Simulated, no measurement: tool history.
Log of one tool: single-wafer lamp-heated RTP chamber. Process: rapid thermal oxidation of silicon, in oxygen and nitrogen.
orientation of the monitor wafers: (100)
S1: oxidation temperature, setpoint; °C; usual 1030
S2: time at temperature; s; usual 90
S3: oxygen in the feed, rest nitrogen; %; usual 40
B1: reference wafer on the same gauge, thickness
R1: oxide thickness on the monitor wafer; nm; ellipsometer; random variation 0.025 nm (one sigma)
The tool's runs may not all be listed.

{"run": 1, "day": 0.0, "S1": 1030, "S2": 90, "S3": 31, "B1": 5.166, "R1": 5.456}
{"run": 2, "day": 1.917, "S1": 1030, "S2": 90, "S3": 31, "B1": 5.167, "R1": 5.488}
{"run": 3, "day": 6.396, "S1": 1043, "S2": 90, "S3": 63, "B1": 5.168, "R1": 7.78}
{"run": 4, "day": 9.612, "S1": 1030, "S2": 125, "S3": 17, "B1": 5.158, "R1": 5.28}
{"run": 5, "day": 12.492, "S1": 1030, "S2": 125, "S3": 17, "B1": 5.171, "R1": 5.331}
{"day": 13.854, "done": "pyrometer window cleaned and pyrometer calibrated"}
{"run": 6, "day": 15.921, "S1": 1030, "S2": 125, "S3": 17, "B1": 5.173, "R1": 5.157}
{"run": 7, "day": 19.479, "S1": 1030, "S2": 90, "S3": 59, "B1": 5.175, "R1": 6.876}
{"run": 8, "day": 23.162, "S1": 1030, "S2": 90, "S3": 32, "B1": 5.172, "R1": 5.661}
{"run": 9, "day": 25.575, "S1": 1030, "S2": 90, "S3": 40, "B1": 5.167, "R1": 6.194}
{"run": 10, "day": 28.838, "S1": 1030, "S2": 90, "S3": 40, "B1": 5.17, "R1": 6.206}
{"run": 11, "day": 31.746, "S1": 1030, "S2": 90, "S3": 40, "B1": 5.166, "R1": 6.238}
{"day": 33.533, "done": "pyrometer window cleaned and pyrometer calibrated"}
{"day": 35.475, "done": "oxygen flow controller replaced"}
{"run": 12, "day": 35.496, "S1": 1030, "S2": 90, "S3": 40, "B1": 5.168, "R1": 5.963}
{"run": 13, "day": 37.104, "S1": 1030, "S2": 90, "S3": 40, "B1": 5.169, "R1": 6.003}
{"run": 14, "day": 39.258, "S1": 1030, "S2": 90, "S3": 40, "B1": 5.162, "R1": 6.024}
{"run": 15, "day": 41.242, "S1": 1030, "S2": 90, "S3": 21, "B1": 5.172, "R1": 4.885}
{"run": 16, "day": 45.688, "S1": 1030, "S2": 90, "S3": 40, "B1": 5.172, "R1": 6.161}
{"run": 17, "day": 47.5, "S1": 1018, "S2": 66, "S3": 59, "B1": 5.179, "R1": 5.688}
{"run": 18, "day": 49.05, "S1": 1042, "S2": 67, "S3": 50, "B1": 5.168, "R1": 6.447}
{"day": 50.121, "done": "pyrometer window cleaned and pyrometer calibrated"}
{"run": 19, "day": 50.904, "S1": 1030, "S2": 90, "S3": 40, "B1": 5.172, "R1": 5.938}
{"run": 20, "day": 53.671, "S1": 1011, "S2": 65, "S3": 29, "B1": 5.158, "R1": 4.14}
{"run": 21, "day": 55.504, "S1": 1000, "S2": 59, "S3": 26, "B1": 5.177, "R1": 3.615}
{"run": 22, "day": 58.108, "S1": 1010, "S2": 90, "S3": 40, "B1": 5.168, "R1": 5.266}
{"run": 23, "day": 61.154, "S1": 1030, "S2": 90, "S3": 40, "B1": 5.177, "R1": 6.168}
{"day": 63.625, "done": "gauge calibrated"}
{"run": 24, "day": 65.183, "S1": 1014, "S2": 47, "S3": 48, "B1": 5.168, "R1": 4.441}
{"run": 25, "day": 68.371, "S1": 1053, "S2": 90, "S3": 62, "B1": 5.174, "R1": 8.555}
{"day": 68.717, "done": "pyrometer window cleaned and pyrometer calibrated"}
{"run": 26, "day": 70.292, "S1": 1005, "S2": 54, "S3": 21, "B1": 5.16, "R1": 3.378}
{"run": 27, "day": 73.938, "S1": 1030, "S2": 90, "S3": 40, "B1": 5.167, "R1": 6.044}
{"run": 28, "day": 76.754, "S1": 1039, "S2": 120, "S3": 25, "B1": 5.175, "R1": 6.267}
{"run": 29, "day": 78.288, "S1": 1019, "S2": 126, "S3": 17, "B1": 5.17, "R1": 4.928}
{"run": 30, "day": 82.062, "S1": 1030, "S2": 111, "S3": 29, "B1": 5.167, "R1": 6.096}
{"run": 31, "day": 85.071, "S1": 1030, "S2": 90, "S3": 40, "B1": 5.175, "R1": 6.227}
{"day": 87.35, "done": "pyrometer window cleaned and pyrometer calibrated"}
{"run": 32, "day": 89.217, "S1": 1030, "S2": 90, "S3": 40, "B1": 5.175, "R1": 5.999}

The tool's hidden state at each run:
deviation of the oxygen flow from its setpoint, %: 0 in every run
gauge reads high (%): 0 in every run
H1: true wafer temperature minus pyrometer reading, K
run=1 H1=0.949
run=2 H1=1.75
run=3 H1=3.64
run=4 H1=4.99
run=5 H1=6.2
run=6 H1=1.3
run=7 H1=2.8
run=8 H1=4.34
run=9 H1=5.36
run=10 H1=6.73
run=11 H1=7.95
run=12 H1=1.1
run=13 H1=1.78
run=14 H1=2.68
run=15 H1=3.51
run=16 H1=5.38
run=17 H1=6.14
run=18 H1=6.8
run=19 H1=1.03
run=20 H1=2.19
run=21 H1=2.96
run=22 H1=4.06
run=23 H1=5.34
run=24 H1=7.03
run=25 H1=8.37
run=26 H1=2.28
run=27 H1=3.81
run=28 H1=5
run=29 H1=5.64
run=30 H1=7.23
run=31 H1=8.49
run=32 H1=0.837
